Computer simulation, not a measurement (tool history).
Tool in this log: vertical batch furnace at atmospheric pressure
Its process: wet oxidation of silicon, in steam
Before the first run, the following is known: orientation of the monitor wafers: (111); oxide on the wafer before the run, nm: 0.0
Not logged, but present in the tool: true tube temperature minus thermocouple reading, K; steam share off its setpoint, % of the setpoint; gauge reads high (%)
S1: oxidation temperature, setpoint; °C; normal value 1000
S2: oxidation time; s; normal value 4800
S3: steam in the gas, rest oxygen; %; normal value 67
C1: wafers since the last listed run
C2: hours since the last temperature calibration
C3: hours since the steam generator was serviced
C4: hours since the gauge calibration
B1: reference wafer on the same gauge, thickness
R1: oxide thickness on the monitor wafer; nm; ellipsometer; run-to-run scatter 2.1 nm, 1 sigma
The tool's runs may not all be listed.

| run | hour | S1 | S2 | S3 | C1 | C2 | C3 | C4 | B1 | R1 |
|---|---|---|---|---|---|---|---|---|---|---|
| 1 | 0 | 1000 | 4800 | 67 | 0 | 2867.9 | 1374.5 | 1666.5 | 478.16 | 418.36 |
| 2 | 107.8 | 1000 | 4320 | 67 | 958 | 2975.7 | 1482.3 | 1774.3 | 477.99 | 386.99 |
| 3 | 210.4 | 1000 | 4800 | 67 | 912 | 3078.3 | 1584.9 | 1876.9 | 477.91 | 417.5 |
| 4 | 314.1 | 1000 | 4800 | 67 | 922 | 3182 | 1688.6 | 1980.6 | 477.95 | 415.06 |
| 5 | 361.9 | 1000 | 4800 | 67 | 425 | 3229.8 | 1736.4 | 2028.4 | 477.18 | 413.52 |
| 6 | 464.7 | 1000 | 4800 | 67 | 914 | 3332.6 | 1839.2 | 2131.2 | 477.65 | 414.53 |
| 7 | 511.1 | 1000 | 4800 | 67 | 412 | 3379 | 1885.6 | 2177.6 | 477.91 | 412.72 |
|  | 561.3 | gauge calibrated |
| 8 | 594.3 | 1000 | 4800 | 67 | 739 | 3462.2 | 1968.8 | 33 | 478.37 | 410.86 |
| 9 | 669.9 | 1000 | 4800 | 67 | 672 | 3537.8 | 2044.4 | 108.6 | 478.18 | 410.07 |
|  | 744 | steam generator serviced |
| 10 | 895.2 | 1000 | 4800 | 67 | 1790 | 3763.1 | 151.2 | 333.9 | 477.88 | 427.86 |
| 11 | 961.5 | 1000 | 4800 | 67 | 589 | 3829.4 | 217.5 | 400.2 | 477.93 | 423.39 |
| 12 | 1030.9 | 1000 | 4800 | 67 | 617 | 3898.8 | 286.9 | 469.6 | 478.25 | 424.53 |
|  | 1098.1 | thermocouples replaced and temperature profile calibrated |
| 13 | 1098.6 | 1000 | 4800 | 67 | 388 | 0.5 | 354.6 | 537.3 | 478.12 | 424.05 |
| 14 | 1190 | 1015 | 4800 | 77 | 812 | 91.9 | 446 | 628.7 | 478.14 | 498.86 |
| 15 | 1289.6 | 1025 | 6270 | 75 | 885 | 191.5 | 545.6 | 728.3 | 478.03 | 605.28 |
| 16 | 1366.9 | 989 | 5610 | 58 | 687 | 268.8 | 622.9 | 805.6 | 477.55 | 398.69 |
| 17 | 1445.3 | 1000 | 4800 | 67 | 697 | 347.2 | 701.3 | 884 | 478.29 | 420.13 |
| 18 | 1509.2 | 1000 | 4800 | 67 | 568 | 411.1 | 765.2 | 947.9 | 477.61 | 419.51 |
| 19 | 1584.5 | 1000 | 6750 | 67 | 669 | 486.4 | 840.5 | 1023.2 | 478.27 | 517.48 |
| 20 | 1661.9 | 1014 | 3870 | 63 | 688 | 563.8 | 917.9 | 1100.6 | 478.36 | 381.41 |
| 21 | 1739.3 | 1000 | 6360 | 72 | 688 | 641.2 | 995.3 | 1178 | 478.15 | 522.32 |
| 22 | 1836.1 | 985 | 2580 | 57 | 860 | 738 | 1092.1 | 1274.8 | 478.23 | 226.23 |

Branching from run 22: 3 alternative next runs. What would each branch give?
| A | 1842 | 1000 | 2640 | 67 | 52 | 743.9 | 1098 | 1280.7 | ? | ? |
| B | 1842 | 983 | 7170 | 67 | 52 | 743.9 | 1098 | 1280.7 | ? | ? |
| C | 1842 | 976 | 4800 | 77 | 52 | 743.9 | 1098 | 1280.7 | ? | ? |

| run | B1 | R1 |
|---|---|---|
| A | 478.26 | 285.74 |
| B | 478.26 | 487 |
| C | 478.26 | 395.32 |
With no hidden state in the tool, these same runs would have given:
| run | R1 |
|---|---|
| A | 290.88 |
| B | 495.26 |
| C | 402.31 |
